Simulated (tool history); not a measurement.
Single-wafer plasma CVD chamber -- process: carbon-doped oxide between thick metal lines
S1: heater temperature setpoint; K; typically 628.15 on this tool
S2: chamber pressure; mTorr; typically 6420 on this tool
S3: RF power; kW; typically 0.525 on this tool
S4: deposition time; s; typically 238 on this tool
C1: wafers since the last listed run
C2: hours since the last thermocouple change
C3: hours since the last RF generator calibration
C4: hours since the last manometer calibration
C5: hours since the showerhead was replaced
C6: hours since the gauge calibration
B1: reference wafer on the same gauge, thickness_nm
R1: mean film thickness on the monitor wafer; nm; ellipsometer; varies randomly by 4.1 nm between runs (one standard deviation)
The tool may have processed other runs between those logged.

{"run": 1, "hour": 0.0, "S1": 628.15, "S2": 6420, "S3": 0.525, "S4": 222, "C1": 0, "C2": 1626.4, "C3": 489.0, "C4": 242.3, "C5": 5533.7, "C6": 3330.9, "B1": 1468.853, "R1": 1178.788}
{"hour": 10.0, "done": "thermocouple changed; heater temperature recalibrated"}
{"run": 2, "hour": 37.4, "S1": 628.15, "S2": 6420, "S3": 0.525, "S4": 222, "C1": 219, "C2": 27.4, "C3": 526.4, "C4": 279.7, "C5": 5571.1, "C6": 3368.3, "B1": 1469.335, "R1": 1176.275}
{"run": 3, "hour": 84.0, "S1": 628.15, "S2": 6420, "S3": 0.595, "S4": 238, "C1": 348, "C2": 74.0, "C3": 573.0, "C4": 326.3, "C5": 5617.7, "C6": 3414.9, "B1": 1470.972, "R1": 1379.641}
{"run": 4, "hour": 125.7, "S1": 628.15, "S2": 6420, "S3": 0.595, "S4": 238, "C1": 311, "C2": 115.7, "C3": 614.7, "C4": 368.0, "C5": 5659.4, "C6": 3456.6, "B1": 1470.212, "R1": 1387.272}
{"run": 5, "hour": 175.9, "S1": 628.15, "S2": 6420, "S3": 0.525, "S4": 238, "C1": 375, "C2": 165.9, "C3": 664.9, "C4": 418.2, "C5": 5709.6, "C6": 3506.8, "B1": 1469.489, "R1": 1259.216}
{"run": 6, "hour": 214.5, "S1": 628.15, "S2": 6420, "S3": 0.525, "S4": 238, "C1": 288, "C2": 204.5, "C3": 703.5, "C4": 456.8, "C5": 5748.2, "C6": 3545.4, "B1": 1471.652, "R1": 1264.393}
{"run": 7, "hour": 311.7, "S1": 628.15, "S2": 5860, "S3": 0.525, "S4": 238, "C1": 726, "C2": 301.7, "C3": 800.7, "C4": 554.0, "C5": 5845.4, "C6": 3642.6, "B1": 1471.259, "R1": 1236.372}
{"run": 8, "hour": 405.8, "S1": 628.15, "S2": 5860, "S3": 0.525, "S4": 238, "C1": 703, "C2": 395.8, "C3": 894.8, "C4": 648.1, "C5": 5939.5, "C6": 3736.7, "B1": 1468.581, "R1": 1237.822}
{"run": 9, "hour": 471.3, "S1": 628.15, "S2": 7130, "S3": 0.525, "S4": 238, "C1": 489, "C2": 461.3, "C3": 960.3, "C4": 713.6, "C5": 6005.0, "C6": 3802.2, "B1": 1468.648, "R1": 1263.558}
{"run": 10, "hour": 520.9, "S1": 634.15, "S2": 5080, "S3": 0.49, "S4": 210, "C1": 370, "C2": 510.9, "C3": 1009.9, "C4": 763.2, "C5": 6054.6, "C6": 3851.8, "B1": 1469.522, "R1": 992.027}
{"run": 11, "hour": 573.8, "S1": 628.15, "S2": 6420, "S3": 0.525, "S4": 238, "C1": 395, "C2": 563.8, "C3": 1062.8, "C4": 816.1, "C5": 6107.5, "C6": 3904.7, "B1": 1469.283, "R1": 1249.263}
{"run": 12, "hour": 621.0, "S1": 641.15, "S2": 7100, "S3": 0.525, "S4": 284, "C1": 352, "C2": 611.0, "C3": 1110.0, "C4": 863.3, "C5": 6154.7, "C6": 3951.9, "B1": 1470.553, "R1": 1476.443}
{"hour": 695.0, "done": "gauge calibrated"}
{"hour": 708.8, "done": "capacitance manometer re-zeroed and calibrated"}
{"run": 13, "hour": 712.8, "S1": 622.15, "S2": 7020, "S3": 0.465, "S4": 238, "C1": 626, "C2": 702.8, "C3": 1201.8, "C4": 4.0, "C5": 6246.5, "C6": 17.8, "B1": 1470.673, "R1": 1156.139}
{"run": 14, "hour": 848.1, "S1": 632.15, "S2": 7890, "S3": 0.61, "S4": 220, "C1": 1010, "C2": 838.1, "C3": 1337.1, "C4": 139.3, "C5": 6381.8, "C6": 153.1, "B1": 1468.698, "R1": 1321.431}
{"run": 15, "hour": 950.2, "S1": 628.15, "S2": 6420, "S3": 0.56, "S4": 238, "C1": 762, "C2": 940.2, "C3": 1439.2, "C4": 241.4, "C5": 6483.9, "C6": 255.2, "B1": 1470.873, "R1": 1322.919}

Estimate the outcome of run 16 from the log above:
{"run": 16, "hour": 1004.9, "S1": 628.15, "S2": 6420, "S3": 0.525, "S4": 238, "C1": 408, "C2": 994.9, "C3": 1493.9, "C4": 296.1, "C5": 6538.6, "C6": 309.9, "B1": "?", "R1": "?"}

Logged for run 16: B1 1470.946, R1 1259.942 nm.
If the tool had no hidden condition, the same run with the same run-to-run variation would have returned R1 1266.338 nm.

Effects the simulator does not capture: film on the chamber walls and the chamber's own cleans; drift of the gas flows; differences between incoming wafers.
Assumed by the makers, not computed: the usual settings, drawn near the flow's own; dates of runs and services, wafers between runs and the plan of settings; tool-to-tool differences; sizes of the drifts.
